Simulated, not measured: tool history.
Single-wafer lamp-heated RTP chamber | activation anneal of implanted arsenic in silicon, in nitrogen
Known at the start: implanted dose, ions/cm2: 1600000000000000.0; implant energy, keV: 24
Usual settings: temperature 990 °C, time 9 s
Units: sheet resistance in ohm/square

run    hour  temperature  time  read-back reference wafer on the same gauge, sheet resistance  sheet resistance
  1     0.0          990     9                                                         122.03            121.69
       37.0  -- pyrometer window cleaned and pyrometer calibrated
  2    80.4          973     9                                                         122.04            129.32
  3   128.1          973     9                                                         122.01            129.75
  4   184.4          973     9                                                         121.97            128.10
  5   270.9          990     7                                                         122.06            124.47
      348.7  -- reflector plate cleaned
      371.0  -- pyrometer window cleaned and pyrometer calibrated
  6   385.3          990     9                                                         121.99            119.19
  7   432.1          990     9                                                         121.95            118.71
  8   488.4          990     9                                                         122.06            118.45
      516.3  -- pyrometer window cleaned and pyrometer calibrated, repeated, since the last time left the tool worse
  9   545.0          990     9                                                         122.04            123.06
 10   610.6         1006     4                                                         122.03            125.44
 11   708.8          970     9                                                         121.94            129.26
      720.7  -- gauge calibrated
 12   812.3          977    11                                                         122.04            123.68
      860.0  -- pyrometer window cleaned and pyrometer calibrated
 13   913.4          990    11                                                         121.99            120.43
 14   964.9         1018     9                                                         121.98            113.20
 15  1030.4          999     4                                                         121.96            127.60
 16  1124.9          975    14                                                         121.99            121.96
 17  1161.0          964     9                                                         122.01            132.10

Forecast each of these 4 alternatives for the next run:
  A  1161.4          990     9                                                              ?                 ?
  B  1161.4          990    13                                                              ?                 ?
  C  1161.4         1020     9                                                              ?                 ?
  D  1161.4          973    13                                                              ?                 ?

run  read-back reference wafer on the same gauge, sheet resistance  sheet resistance
  A                                                         121.98            121.96
  B                                                         121.98            117.84
  C                                                         121.98            111.97
  D                                                         121.98            124.48
Without the tool's hidden state the same runs would have given:
run  sheet resistance
  A            124.27
  B            120.21
  C            113.98
  D            127.12

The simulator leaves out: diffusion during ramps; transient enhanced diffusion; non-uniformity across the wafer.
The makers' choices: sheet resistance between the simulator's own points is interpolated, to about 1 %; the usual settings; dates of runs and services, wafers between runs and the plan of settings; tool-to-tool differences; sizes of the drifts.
